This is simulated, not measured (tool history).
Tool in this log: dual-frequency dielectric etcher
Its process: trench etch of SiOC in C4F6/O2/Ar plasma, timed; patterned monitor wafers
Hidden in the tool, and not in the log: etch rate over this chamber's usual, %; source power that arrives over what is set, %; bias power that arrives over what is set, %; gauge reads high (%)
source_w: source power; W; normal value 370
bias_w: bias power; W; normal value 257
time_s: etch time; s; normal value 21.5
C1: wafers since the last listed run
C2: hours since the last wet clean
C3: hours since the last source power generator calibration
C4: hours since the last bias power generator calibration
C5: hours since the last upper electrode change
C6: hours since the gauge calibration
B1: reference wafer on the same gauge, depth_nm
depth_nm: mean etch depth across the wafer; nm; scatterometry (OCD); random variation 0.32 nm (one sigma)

{"run": 1, "hour": 0.0, "source_w": 370, "bias_w": 257, "time_s": 17, "C1": 0, "C2": 114.9, "C3": 90.9, "C4": 3, "C5": 3548.7, "C6": 2026.3, "B1": 44.56, "depth_nm": 38.23}
{"run": 2, "hour": 69.5, "source_w": 370, "bias_w": 257, "time_s": 17, "C1": 644, "C2": 184.4, "C3": 160.4, "C4": 72.5, "C5": 3618.2, "C6": 2095.8, "B1": 44.52, "depth_nm": 38.22}
{"run": 3, "hour": 129.1, "source_w": 370, "bias_w": 257, "time_s": 17, "C1": 552, "C2": 244, "C3": 220, "C4": 132.1, "C5": 3677.8, "C6": 2155.4, "B1": 44.5, "depth_nm": 38.39}
{"run": 4, "hour": 190.3, "source_w": 370, "bias_w": 257, "time_s": 21.5, "C1": 567, "C2": 305.2, "C3": 281.2, "C4": 193.3, "C5": 3739, "C6": 2216.6, "B1": 44.46, "depth_nm": 48.96}
{"hour": 217.6, "done": "gauge calibrated"}
{"run": 5, "hour": 222.9, "source_w": 370, "bias_w": 257, "time_s": 23.5, "C1": 302, "C2": 337.8, "C3": 313.8, "C4": 225.9, "C5": 3771.6, "C6": 5.3, "B1": 44.44, "depth_nm": 53.82}
{"run": 6, "hour": 277.6, "source_w": 330, "bias_w": 217, "time_s": 21.5, "C1": 507, "C2": 392.5, "C3": 368.5, "C4": 280.6, "C5": 3826.3, "C6": 60, "B1": 44.41, "depth_nm": 44.54}
{"run": 7, "hour": 316.6, "source_w": 300, "bias_w": 314, "time_s": 17, "C1": 361, "C2": 431.5, "C3": 407.5, "C4": 319.6, "C5": 3865.3, "C6": 99, "B1": 44.54, "depth_nm": 37.42}
{"run": 8, "hour": 364.1, "source_w": 370, "bias_w": 257, "time_s": 21.5, "C1": 440, "C2": 479, "C3": 455, "C4": 367.1, "C5": 3912.8, "C6": 146.5, "B1": 44.57, "depth_nm": 48.39}
{"run": 9, "hour": 416.7, "source_w": 320, "bias_w": 280, "time_s": 21.5, "C1": 487, "C2": 531.6, "C3": 507.6, "C4": 419.7, "C5": 3965.4, "C6": 199.1, "B1": 44.52, "depth_nm": 47.21}
{"run": 10, "hour": 463.0, "source_w": 370, "bias_w": 229, "time_s": 21.5, "C1": 429, "C2": 577.9, "C3": 553.9, "C4": 466, "C5": 4011.7, "C6": 245.4, "B1": 44.65, "depth_nm": 47.38}
{"run": 11, "hour": 501.5, "source_w": 370, "bias_w": 257, "time_s": 21.5, "C1": 357, "C2": 616.4, "C3": 592.4, "C4": 504.5, "C5": 4050.2, "C6": 283.9, "B1": 44.5, "depth_nm": 49.11}
{"hour": 543.4, "done": "wet clean of the chamber"}
{"run": 12, "hour": 560.7, "source_w": 450, "bias_w": 257, "time_s": 21.5, "C1": 326, "C2": 17.3, "C3": 651.6, "C4": 563.7, "C5": 4109.4, "C6": 343.1, "B1": 44.54, "depth_nm": 52.45}
{"run": 13, "hour": 597.2, "source_w": 370, "bias_w": 285, "time_s": 28, "C1": 338, "C2": 53.8, "C3": 688.1, "C4": 600.2, "C5": 4145.9, "C6": 379.6, "B1": 44.44, "depth_nm": 64.15}
{"run": 14, "hour": 641.7, "source_w": 340, "bias_w": 210, "time_s": 24, "C1": 412, "C2": 98.3, "C3": 732.6, "C4": 644.7, "C5": 4190.4, "C6": 424.1, "B1": 44.57, "depth_nm": 48.87}
{"run": 15, "hour": 679.7, "source_w": 350, "bias_w": 196, "time_s": 27.5, "C1": 352, "C2": 136.3, "C3": 770.6, "C4": 682.7, "C5": 4228.4, "C6": 462.1, "B1": 44.43, "depth_nm": 56.08}
{"run": 16, "hour": 717.4, "source_w": 370, "bias_w": 257, "time_s": 21.5, "C1": 349, "C2": 174, "C3": 808.3, "C4": 720.4, "C5": 4266.1, "C6": 499.8, "B1": 44.45, "depth_nm": 47.64}
{"hour": 743.5, "done": "upper electrode replaced"}
{"run": 17, "hour": 744.9, "source_w": 370, "bias_w": 257, "time_s": 24.5, "C1": 32, "C2": 201.5, "C3": 835.8, "C4": 747.9, "C5": 1.4, "C6": 527.3, "B1": 44.42, "depth_nm": 54.84}
{"run": 18, "hour": 795.4, "source_w": 330, "bias_w": 217, "time_s": 21.5, "C1": 468, "C2": 252, "C3": 886.3, "C4": 798.4, "C5": 51.9, "C6": 577.8, "B1": 44.33, "depth_nm": 43.99}
{"run": 19, "hour": 825.2, "source_w": 370, "bias_w": 204, "time_s": 21.5, "C1": 276, "C2": 281.8, "C3": 916.1, "C4": 828.2, "C5": 81.7, "C6": 607.6, "B1": 44.55, "depth_nm": 45.84}
{"run": 20, "hour": 853.0, "source_w": 340, "bias_w": 277, "time_s": 26, "C1": 257, "C2": 309.6, "C3": 943.9, "C4": 856, "C5": 109.5, "C6": 635.4, "B1": 44.61, "depth_nm": 58.33}
{"run": 21, "hour": 918.6, "source_w": 420, "bias_w": 202, "time_s": 24, "C1": 608, "C2": 375.2, "C3": 1009.5, "C4": 921.6, "C5": 175.1, "C6": 701, "B1": 44.45, "depth_nm": 54.18}
{"run": 22, "hour": 958.7, "source_w": 440, "bias_w": 310, "time_s": 21.5, "C1": 371, "C2": 415.3, "C3": 1049.6, "C4": 961.7, "C5": 215.2, "C6": 741.1, "B1": 44.67, "depth_nm": 55.29}
{"run": 23, "hour": 989.4, "source_w": 370, "bias_w": 200, "time_s": 26.5, "C1": 284, "C2": 446, "C3": 1080.3, "C4": 992.4, "C5": 245.9, "C6": 771.8, "B1": 44.5, "depth_nm": 57.03}
{"run": 24, "hour": 1058.4, "source_w": 370, "bias_w": 257, "time_s": 21.5, "C1": 639, "C2": 515, "C3": 1149.3, "C4": 1061.4, "C5": 314.9, "C6": 840.8, "B1": 44.33, "depth_nm": 49.56}
{"run": 25, "hour": 1124.3, "source_w": 370, "bias_w": 257, "time_s": 21.5, "C1": 611, "C2": 580.9, "C3": 1215.2, "C4": 1127.3, "C5": 380.8, "C6": 906.7, "B1": 44.62, "depth_nm": 48.97}
{"hour": 1163.1, "done": "wet clean of the chamber"}
{"run": 26, "hour": 1165.3, "source_w": 290, "bias_w": 257, "time_s": 21.5, "C1": 157, "C2": 2.2, "C3": 1256.2, "C4": 1168.3, "C5": 421.8, "C6": 947.7, "B1": 44.43, "depth_nm": 43.47}
{"run": 27, "hour": 1207.9, "source_w": 410, "bias_w": 212, "time_s": 15.5, "C1": 395, "C2": 44.8, "C3": 1298.8, "C4": 1210.9, "C5": 464.4, "C6": 990.3, "B1": 44.5, "depth_nm": 34.49}
{"run": 28, "hour": 1293.2, "source_w": 370, "bias_w": 257, "time_s": 16.5, "C1": 791, "C2": 130.1, "C3": 1384.1, "C4": 1296.2, "C5": 549.7, "C6": 1075.6, "B1": 44.5, "depth_nm": 37.16}
{"run": 29, "hour": 1351.2, "source_w": 440, "bias_w": 257, "time_s": 21.5, "C1": 537, "C2": 188.1, "C3": 1442.1, "C4": 1354.2, "C5": 607.7, "C6": 1133.6, "B1": 44.53, "depth_nm": 52.55}

Branching from run 29: 5 alternative next runs. What would each branch give?
{"run": "A", "hour": 1351.6, "source_w": 420, "bias_w": 257, "time_s": 21.5, "C1": 3, "C2": 188.5, "C3": 1442.5, "C4": 1354.6, "C5": 608.1, "C6": 1134, "B1": "?", "depth_nm": "?"}
{"run": "B", "hour": 1351.6, "source_w": 370, "bias_w": 280, "time_s": 21.5, "C1": 3, "C2": 188.5, "C3": 1442.5, "C4": 1354.6, "C5": 608.1, "C6": 1134, "B1": "?", "depth_nm": "?"}
{"run": "C", "hour": 1351.6, "source_w": 410, "bias_w": 257, "time_s": 27, "C1": 3, "C2": 188.5, "C3": 1442.5, "C4": 1354.6, "C5": 608.1, "C6": 1134, "B1": "?", "depth_nm": "?"}
{"run": "D", "hour": 1351.6, "source_w": 370, "bias_w": 198, "time_s": 21.5, "C1": 3, "C2": 188.5, "C3": 1442.5, "C4": 1354.6, "C5": 608.1, "C6": 1134, "B1": "?", "depth_nm": "?"}
{"run": "E", "hour": 1351.6, "source_w": 370, "bias_w": 257, "time_s": 19, "C1": 3, "C2": 188.5, "C3": 1442.5, "C4": 1354.6, "C5": 608.1, "C6": 1134, "B1": "?", "depth_nm": "?"}

run=A B1=44.45 depth_nm=51.55
run=B B1=44.45 depth_nm=50
run=C B1=44.45 depth_nm=64.05
run=D B1=44.45 depth_nm=45.31
run=E B1=44.45 depth_nm=43.08
Had the tool no hidden state, the same runs would have come out as:
run=A depth_nm=50.81
run=B depth_nm=49.29
run=C depth_nm=63.14
run=D depth_nm=44.66
run=E depth_nm=42.46
